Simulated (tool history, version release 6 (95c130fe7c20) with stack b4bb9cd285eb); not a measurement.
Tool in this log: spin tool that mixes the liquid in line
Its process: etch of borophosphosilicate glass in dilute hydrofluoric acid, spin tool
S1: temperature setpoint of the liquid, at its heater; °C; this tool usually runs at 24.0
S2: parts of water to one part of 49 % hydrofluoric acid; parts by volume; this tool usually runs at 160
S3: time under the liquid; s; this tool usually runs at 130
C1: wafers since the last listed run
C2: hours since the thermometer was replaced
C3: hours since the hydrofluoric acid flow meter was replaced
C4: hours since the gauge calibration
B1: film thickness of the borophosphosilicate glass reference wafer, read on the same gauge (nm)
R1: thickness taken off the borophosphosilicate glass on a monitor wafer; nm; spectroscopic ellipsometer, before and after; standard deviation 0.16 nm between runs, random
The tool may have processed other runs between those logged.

{"run": 1, "hour": 0.0, "S1": 24.0, "S2": 160, "S3": 130, "C1": 0, "C2": 2329.6, "C3": 1997.5, "C4": 135.0, "B1": 90.02, "R1": 28.88}
{"run": 2, "hour": 9.6, "S1": 24.0, "S2": 160, "S3": 130, "C1": 92, "C2": 2339.2, "C3": 2007.1, "C4": 144.6, "B1": 90.0, "R1": 28.87}
{"run": 3, "hour": 22.9, "S1": 24.0, "S2": 160, "S3": 130, "C1": 127, "C2": 2352.5, "C3": 2020.4, "C4": 157.9, "B1": 90.03, "R1": 28.88}
{"run": 4, "hour": 30.9, "S1": 24.0, "S2": 160, "S3": 130, "C1": 76, "C2": 2360.5, "C3": 2028.4, "C4": 165.9, "B1": 90.06, "R1": 28.72}
{"run": 5, "hour": 67.1, "S1": 24.0, "S2": 160, "S3": 130, "C1": 347, "C2": 2396.7, "C3": 2064.6, "C4": 202.1, "B1": 90.04, "R1": 28.85}
{"run": 6, "hour": 78.1, "S1": 24.0, "S2": 160, "S3": 130, "C1": 105, "C2": 2407.7, "C3": 2075.6, "C4": 213.1, "B1": 89.99, "R1": 28.51}
{"run": 7, "hour": 88.4, "S1": 24.0, "S2": 160, "S3": 130, "C1": 98, "C2": 2418.0, "C3": 2085.9, "C4": 223.4, "B1": 89.96, "R1": 28.83}
{"run": 8, "hour": 95.3, "S1": 24.0, "S2": 160, "S3": 130, "C1": 66, "C2": 2424.9, "C3": 2092.8, "C4": 230.3, "B1": 90.01, "R1": 28.64}
{"run": 9, "hour": 102.1, "S1": 24.0, "S2": 160, "S3": 130, "C1": 65, "C2": 2431.7, "C3": 2099.6, "C4": 237.1, "B1": 90.03, "R1": 28.48}
{"run": 10, "hour": 118.7, "S1": 24.0, "S2": 185, "S3": 155, "C1": 159, "C2": 2448.3, "C3": 2116.2, "C4": 253.7, "B1": 90.0, "R1": 28.53}
{"run": 11, "hour": 135.9, "S1": 24.0, "S2": 185, "S3": 155, "C1": 165, "C2": 2465.5, "C3": 2133.4, "C4": 270.9, "B1": 90.0, "R1": 28.53}
{"run": 12, "hour": 144.6, "S1": 24.0, "S2": 160, "S3": 130, "C1": 83, "C2": 2474.2, "C3": 2142.1, "C4": 279.6, "B1": 89.97, "R1": 28.49}
{"hour": 151.7, "done": "thermometer replaced"}
{"run": 13, "hour": 157.6, "S1": 24.0, "S2": 160, "S3": 130, "C1": 115, "C2": 5.9, "C3": 2155.1, "C4": 292.6, "B1": 90.01, "R1": 28.3}
{"run": 14, "hour": 173.8, "S1": 20.5, "S2": 125, "S3": 185, "C1": 155, "C2": 22.1, "C3": 2171.3, "C4": 308.8, "B1": 89.98, "R1": 47.36}
{"hour": 180.5, "done": "gauge calibrated"}
{"run": 15, "hour": 180.9, "S1": 24.0, "S2": 185, "S3": 155, "C1": 68, "C2": 29.2, "C3": 2178.4, "C4": 0.4, "B1": 90.06, "R1": 28.44}
{"run": 16, "hour": 198.7, "S1": 24.0, "S2": 160, "S3": 130, "C1": 170, "C2": 47.0, "C3": 2196.2, "C4": 18.2, "B1": 89.98, "R1": 28.27}
{"run": 17, "hour": 214.6, "S1": 21.0, "S2": 105, "S3": 155, "C1": 152, "C2": 62.9, "C3": 2212.1, "C4": 34.1, "B1": 90.03, "R1": 49.24}
{"run": 18, "hour": 221.7, "S1": 24.0, "S2": 160, "S3": 95, "C1": 68, "C2": 70.0, "C3": 2219.2, "C4": 41.2, "B1": 89.99, "R1": 20.6}
{"hour": 244.3, "done": "hydrofluoric acid flow meter replaced"}
{"run": 19, "hour": 273.8, "S1": 27.0, "S2": 160, "S3": 130, "C1": 490, "C2": 122.1, "C3": 29.5, "C4": 93.3, "B1": 90.01, "R1": 36.87}
{"run": 20, "hour": 287.1, "S1": 24.0, "S2": 160, "S3": 130, "C1": 127, "C2": 135.4, "C3": 42.8, "C4": 106.6, "B1": 89.98, "R1": 32.72}
{"run": 21, "hour": 299.3, "S1": 27.0, "S2": 160, "S3": 75, "C1": 117, "C2": 147.6, "C3": 55.0, "C4": 118.8, "B1": 90.01, "R1": 21.03}
{"run": 22, "hour": 306.9, "S1": 27.0, "S2": 230, "S3": 60, "C1": 72, "C2": 155.2, "C3": 62.6, "C4": 126.4, "B1": 89.93, "R1": 10.9}
{"run": 23, "hour": 314.4, "S1": 19.5, "S2": 140, "S3": 65, "C1": 71, "C2": 162.7, "C3": 70.1, "C4": 133.9, "B1": 90.01, "R1": 16.0}
{"run": 24, "hour": 326.0, "S1": 28.5, "S2": 210, "S3": 175, "C1": 111, "C2": 174.3, "C3": 81.7, "C4": 145.5, "B1": 90.05, "R1": 37.2}
{"run": 25, "hour": 338.2, "S1": 25.5, "S2": 220, "S3": 90, "C1": 117, "C2": 186.5, "C3": 93.9, "C4": 157.7, "B1": 89.97, "R1": 16.29}
{"run": 26, "hour": 345.1, "S1": 24.0, "S2": 160, "S3": 130, "C1": 66, "C2": 193.4, "C3": 100.8, "C4": 164.6, "B1": 90.03, "R1": 32.35}

Below are 5 alternative next runs, each starting from the tool's condition after run 26. Predict each:
{"run": "A", "hour": 345.6, "S1": 24.0, "S2": 160, "S3": 130, "C1": 4, "C2": 193.9, "C3": 101.3, "C4": 165.1, "B1": "?", "R1": "?"}
{"run": "B", "hour": 345.6, "S1": 24.0, "S2": 110, "S3": 110, "C1": 4, "C2": 193.9, "C3": 101.3, "C4": 165.1, "B1": "?", "R1": "?"}
{"run": "C", "hour": 345.6, "S1": 21.0, "S2": 185, "S3": 155, "C1": 4, "C2": 193.9, "C3": 101.3, "C4": 165.1, "B1": "?", "R1": "?"}
{"run": "D", "hour": 345.6, "S1": 27.0, "S2": 225, "S3": 65, "C1": 4, "C2": 193.9, "C3": 101.3, "C4": 165.1, "B1": "?", "R1": "?"}
{"run": "E", "hour": 345.6, "S1": 24.0, "S2": 215, "S3": 130, "C1": 4, "C2": 193.9, "C3": 101.3, "C4": 165.1, "B1": "?", "R1": "?"}

run=A B1=90.01 R1=32.55
run=B B1=90.01 R1=42.51
run=C B1=90.01 R1=29.13
run=D B1=90.01 R1=11.99
run=E B1=90.01 R1=22.79
Stripped of hidden state, with their random variation kept, the same runs would have yielded:
run=A R1=33.36
run=B R1=43.53
run=C R1=29.86
run=D R1=12.31
run=E R1=23.38
